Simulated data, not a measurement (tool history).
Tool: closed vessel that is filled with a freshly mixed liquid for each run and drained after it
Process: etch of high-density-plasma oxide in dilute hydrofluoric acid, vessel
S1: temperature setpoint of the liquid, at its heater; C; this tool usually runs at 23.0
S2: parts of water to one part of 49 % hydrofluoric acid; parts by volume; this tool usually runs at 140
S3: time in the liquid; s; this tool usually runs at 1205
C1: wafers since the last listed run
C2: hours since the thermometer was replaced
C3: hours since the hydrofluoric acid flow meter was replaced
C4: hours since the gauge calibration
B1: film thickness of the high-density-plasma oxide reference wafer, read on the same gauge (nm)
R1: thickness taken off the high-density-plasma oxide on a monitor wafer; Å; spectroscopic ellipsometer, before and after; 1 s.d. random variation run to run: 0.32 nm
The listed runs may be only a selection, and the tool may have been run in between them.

run	hour	S1	S2	S3	C1	C2	C3	C4	B1	R1
1	0.0	23.0	140	1205	0	1250.3	1763.1	25.2	60.24	557.8
2	30.4	23.0	140	1205	1657	1280.7	1793.5	55.6	60.42	555.6
3	67.8	23.0	140	1460	2039	1318.1	1830.9	93.0	60.61	681.4
4	103.3	23.0	140	1205	1935	1353.6	1866.4	128.5	60.81	558.4
5	164.5	26.0	95	1205	3337	1414.8	1927.6	189.7	60.94	981.9
6	220.5	23.0	140	1205	3053	1470.8	1983.6	245.7	61.05	567.1
7	271.7	23.0	140	1205	2791	1522.0	2034.8	296.9	61.13	560.9
8	338.9	23.0	140	1205	3664	1589.2	2102.0	364.1	61.23	560.8
9	396.0	23.0	140	1205	3113	1646.3	2159.1	421.2	61.22	566.5
# hour 410.5: gauge calibrated
10	433.2	25.5	170	570	2028	1683.5	2196.3	22.7	60.17	231.5
11	469.2	23.0	140	1205	1962	1719.5	2232.3	58.7	60.38	560.0
# hour 472.4: thermometer replaced
# hour 502.5: hydrofluoric acid flow meter replaced
12	537.1	23.0	140	1205	3593	64.7	34.6	126.6	60.69	561.5
13	601.9	21.0	85	1725	3533	129.5	99.4	191.4	60.84	1309.1
14	707.0	24.5	180	880	5730	234.6	204.5	296.5	61.03	324.1
15	791.7	18.0	170	1205	4618	319.3	289.2	381.2	61.12	365.7

Expected results for the next run?
16	850.8	23.0	80	1750	3222	378.4	348.3	440.3	?	?

B1: 61.17
R1: 1555.8 Å
With no hidden state in the tool, this same run would have given R1 1526.0 Å.
